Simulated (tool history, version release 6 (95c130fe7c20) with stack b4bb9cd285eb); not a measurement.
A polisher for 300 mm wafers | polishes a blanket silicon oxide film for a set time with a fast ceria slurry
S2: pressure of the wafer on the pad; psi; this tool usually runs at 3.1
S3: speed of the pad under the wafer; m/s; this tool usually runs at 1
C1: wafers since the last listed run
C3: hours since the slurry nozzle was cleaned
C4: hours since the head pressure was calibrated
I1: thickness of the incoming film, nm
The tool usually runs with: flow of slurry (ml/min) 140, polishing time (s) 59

{"run": 1, "day": 0.0, "flow of slurry (ml/min)": 140, "S2": 3.1, "S3": 1, "polishing time (s)": 59, "C1": 0, "wafers polished on this pad": 465, "C3": 201.5, "C4": 291.6, "I1": 3333.5, "film removed (angstrom)": 11483}
{"run": 2, "day": 0.454, "flow of slurry (ml/min)": 140, "S2": 3.1, "S3": 1, "polishing time (s)": 59, "C1": 120, "wafers polished on this pad": 586, "C3": 212.4, "C4": 302.5, "I1": 3345.3, "film removed (angstrom)": 11246}
{"day": 1.229, "done": "worn pad replaced by a new one"}
{"run": 3, "day": 1.25, "flow of slurry (ml/min)": 140, "S2": 3.1, "S3": 1, "polishing time (s)": 59, "C1": 166, "wafers polished on this pad": 5, "C3": 231.5, "C4": 321.6, "I1": 3373.1, "film removed (angstrom)": 12078}
{"run": 4, "day": 1.729, "flow of slurry (ml/min)": 140, "S2": 3.1, "S3": 1, "polishing time (s)": 59, "C1": 126, "wafers polished on this pad": 132, "C3": 243, "C4": 333.1, "I1": 3332.8, "film removed (angstrom)": 11806}
{"run": 5, "day": 2.012, "flow of slurry (ml/min)": 140, "S2": 3.1, "S3": 1, "polishing time (s)": 59, "C1": 74, "wafers polished on this pad": 207, "C3": 249.8, "C4": 339.9, "I1": 3357, "film removed (angstrom)": 11968}
{"run": 6, "day": 2.267, "flow of slurry (ml/min)": 140, "S2": 3.1, "S3": 1, "polishing time (s)": 50, "C1": 67, "wafers polished on this pad": 274, "C3": 255.9, "C4": 346, "I1": 3394.3, "film removed (angstrom)": 10030}
{"run": 7, "day": 3.112, "flow of slurry (ml/min)": 140, "S2": 3.1, "S3": 1, "polishing time (s)": 50, "C1": 223, "wafers polished on this pad": 498, "C3": 276.2, "C4": 366.3, "I1": 3302.3, "film removed (angstrom)": 9820}
{"run": 8, "day": 3.396, "flow of slurry (ml/min)": 140, "S2": 3.1, "S3": 1, "polishing time (s)": 59, "C1": 74, "wafers polished on this pad": 572, "C3": 283, "C4": 373.1, "I1": 3350.2, "film removed (angstrom)": 11540}
{"run": 9, "day": 4.029, "flow of slurry (ml/min)": 140, "S2": 3.1, "S3": 1, "polishing time (s)": 59, "C1": 167, "wafers polished on this pad": 740, "C3": 298.2, "C4": 388.3, "I1": 3295.5, "film removed (angstrom)": 11352}
{"day": 4.679, "done": "worn pad replaced by a new one"}
{"run": 10, "day": 4.721, "flow of slurry (ml/min)": 125, "S2": 3.1, "S3": 1, "polishing time (s)": 59, "C1": 138, "wafers polished on this pad": 11, "C3": 314.8, "C4": 404.9, "I1": 3348.3, "film removed (angstrom)": 11739}
{"run": 11, "day": 5.233, "flow of slurry (ml/min)": 125, "S2": 3.1, "S3": 1, "polishing time (s)": 59, "C1": 135, "wafers polished on this pad": 146, "C3": 327.1, "C4": 417.2, "I1": 3358.9, "film removed (angstrom)": 11893}
{"run": 12, "day": 5.6, "flow of slurry (ml/min)": 125, "S2": 3.1, "S3": 1, "polishing time (s)": 59, "C1": 96, "wafers polished on this pad": 243, "C3": 335.9, "C4": 426, "I1": 3347.8, "film removed (angstrom)": 11616}
{"run": 13, "day": 6.3, "flow of slurry (ml/min)": 155, "S2": 3.1, "S3": 1, "polishing time (s)": 59, "C1": 185, "wafers polished on this pad": 428, "C3": 352.7, "C4": 442.8, "I1": 3414, "film removed (angstrom)": 11988}
{"run": 14, "day": 6.629, "flow of slurry (ml/min)": 155, "S2": 3.1, "S3": 1, "polishing time (s)": 59, "C1": 87, "wafers polished on this pad": 515, "C3": 360.6, "C4": 450.7, "I1": 3352.1, "film removed (angstrom)": 11912}
{"run": 15, "day": 6.929, "flow of slurry (ml/min)": 150, "S2": 3.1, "S3": 1, "polishing time (s)": 47, "C1": 79, "wafers polished on this pad": 594, "C3": 367.8, "C4": 457.9, "I1": 3361, "film removed (angstrom)": 8891}
{"run": 16, "day": 7.267, "flow of slurry (ml/min)": 140, "S2": 3.1, "S3": 1, "polishing time (s)": 59, "C1": 89, "wafers polished on this pad": 684, "C3": 375.9, "C4": 466, "I1": 3346.5, "film removed (angstrom)": 11160}
{"day": 7.783, "done": "worn pad replaced by a new one"}
{"run": 17, "day": 7.804, "flow of slurry (ml/min)": 140, "S2": 2.5, "S3": 1, "polishing time (s)": 59, "C1": 98, "wafers polished on this pad": 6, "C3": 388.8, "C4": 478.9, "I1": 3344.4, "film removed (angstrom)": 9527}
{"run": 18, "day": 8.196, "flow of slurry (ml/min)": 95, "S2": 2.2, "S3": 0.9, "polishing time (s)": 54, "C1": 103, "wafers polished on this pad": 109, "C3": 398.2, "C4": 488.3, "I1": 3323.2, "film removed (angstrom)": 6266}
{"run": 19, "day": 8.788, "flow of slurry (ml/min)": 140, "S2": 2, "S3": 1.24, "polishing time (s)": 59, "C1": 156, "wafers polished on this pad": 266, "C3": 412.4, "C4": 502.5, "I1": 3318.8, "film removed (angstrom)": 9293}
{"run": 20, "day": 9.492, "flow of slurry (ml/min)": 140, "S2": 3.1, "S3": 1, "polishing time (s)": 50, "C1": 186, "wafers polished on this pad": 452, "C3": 429.3, "C4": 519.4, "I1": 3407.6, "film removed (angstrom)": 9570}
{"run": 21, "day": 9.925, "flow of slurry (ml/min)": 140, "S2": 3.1, "S3": 1, "polishing time (s)": 50, "C1": 114, "wafers polished on this pad": 566, "C3": 439.7, "C4": 529.8, "I1": 3380.2, "film removed (angstrom)": 9399}
{"run": 22, "day": 10.362, "flow of slurry (ml/min)": 115, "S2": 3.1, "S3": 1, "polishing time (s)": 59, "C1": 115, "wafers polished on this pad": 682, "C3": 450.2, "C4": 540.3, "I1": 3334.2, "film removed (angstrom)": 10349}
{"day": 10.8, "done": "worn pad replaced by a new one"}
{"day": 11.05, "done": "head pressure recalibrated"}
{"run": 23, "day": 12.438, "flow of slurry (ml/min)": 105, "S2": 3.1, "S3": 1.34, "polishing time (s)": 79, "C1": 482, "wafers polished on this pad": 411, "C3": 500, "C4": 33.3, "I1": 3320, "film removed (angstrom)": 19354}
{"day": 13.025, "done": "slurry nozzle cleaned"}
{"run": 24, "day": 13.133, "flow of slurry (ml/min)": 155, "S2": 3.1, "S3": 1, "polishing time (s)": 38, "C1": 172, "wafers polished on this pad": 584, "C3": 2.6, "C4": 50, "I1": 3301.1, "film removed (angstrom)": 7535}
{"run": 25, "day": 13.6, "flow of slurry (ml/min)": 140, "S2": 3.1, "S3": 1.1, "polishing time (s)": 59, "C1": 123, "wafers polished on this pad": 707, "C3": 13.8, "C4": 61.2, "I1": 3299.7, "film removed (angstrom)": 12046}
{"run": 26, "day": 13.896, "flow of slurry (ml/min)": 140, "S2": 3.1, "S3": 1, "polishing time (s)": 47, "C1": 78, "wafers polished on this pad": 785, "C3": 20.9, "C4": 68.3, "I1": 3389.2, "film removed (angstrom)": 8507}
{"day": 14.158, "done": "worn pad replaced by a new one"}
{"run": 27, "day": 14.342, "flow of slurry (ml/min)": 95, "S2": 3.7, "S3": 0.72, "polishing time (s)": 71, "C1": 73, "wafers polished on this pad": 48, "C3": 31.6, "C4": 79, "I1": 3311.9, "film removed (angstrom)": 11208}
{"run": 28, "day": 15.025, "flow of slurry (ml/min)": 175, "S2": 3.1, "S3": 1, "polishing time (s)": 59, "C1": 180, "wafers polished on this pad": 229, "C3": 48, "C4": 95.4, "I1": 3414.7, "film removed (angstrom)": 12714}
{"run": 29, "day": 15.383, "flow of slurry (ml/min)": 175, "S2": 2.1, "S3": 1.1, "polishing time (s)": 69, "C1": 94, "wafers polished on this pad": 323, "C3": 56.6, "C4": 104, "I1": 3392.9, "film removed (angstrom)": 10809}
{"run": 30, "day": 16.096, "flow of slurry (ml/min)": 95, "S2": 2.3, "S3": 1.34, "polishing time (s)": 53, "C1": 188, "wafers polished on this pad": 512, "C3": 73.7, "C4": 121.1, "I1": 3410, "film removed (angstrom)": 9445}
{"run": 31, "day": 16.821, "flow of slurry (ml/min)": 140, "S2": 3.5, "S3": 0.72, "polishing time (s)": 72, "C1": 191, "wafers polished on this pad": 704, "C3": 91.1, "C4": 138.5, "I1": 3322, "film removed (angstrom)": 10934}

What if the next run were any one of these 5? Each begins from the tool's condition after run 31:
{"run": "A", "day": 16.838, "flow of slurry (ml/min)": 140, "S2": 3.1, "S3": 1, "polishing time (s)": 59, "C1": 4, "wafers polished on this pad": 708, "C3": 91.5, "C4": 138.9, "I1": 3423, "film removed (angstrom)": "?"}
{"run": "B", "day": 16.838, "flow of slurry (ml/min)": 175, "S2": 2, "S3": 0.82, "polishing time (s)": 74, "C1": 4, "wafers polished on this pad": 708, "C3": 91.5, "C4": 138.9, "I1": 3423, "film removed (angstrom)": "?"}
{"run": "C", "day": 16.838, "flow of slurry (ml/min)": 140, "S2": 2.1, "S3": 0.66, "polishing time (s)": 52, "C1": 4, "wafers polished on this pad": 708, "C3": 91.5, "C4": 138.9, "I1": 3423, "film removed (angstrom)": "?"}
{"run": "D", "day": 16.838, "flow of slurry (ml/min)": 95, "S2": 2.5, "S3": 0.76, "polishing time (s)": 41, "C1": 4, "wafers polished on this pad": 708, "C3": 91.5, "C4": 138.9, "I1": 3423, "film removed (angstrom)": "?"}
{"run": "E", "day": 16.838, "flow of slurry (ml/min)": 180, "S2": 2.2, "S3": 1, "polishing time (s)": 45, "C1": 4, "wafers polished on this pad": 708, "C3": 91.5, "C4": 138.9, "I1": 3423, "film removed (angstrom)": "?"}

run=A film_removed_(angstrom)=11173
run=B film_removed_(angstrom)=7716
run=C film_removed_(angstrom)=4403
run=D film_removed_(angstrom)=4313
run=E film_removed_(angstrom)=6322
What these runs would have given with no unlogged condition in the tool:
run=A film_removed_(angstrom)=12161
run=B film_removed_(angstrom)=8398
run=C film_removed_(angstrom)=4792
run=D film_removed_(angstrom)=4694
run=E film_removed_(angstrom)=6881

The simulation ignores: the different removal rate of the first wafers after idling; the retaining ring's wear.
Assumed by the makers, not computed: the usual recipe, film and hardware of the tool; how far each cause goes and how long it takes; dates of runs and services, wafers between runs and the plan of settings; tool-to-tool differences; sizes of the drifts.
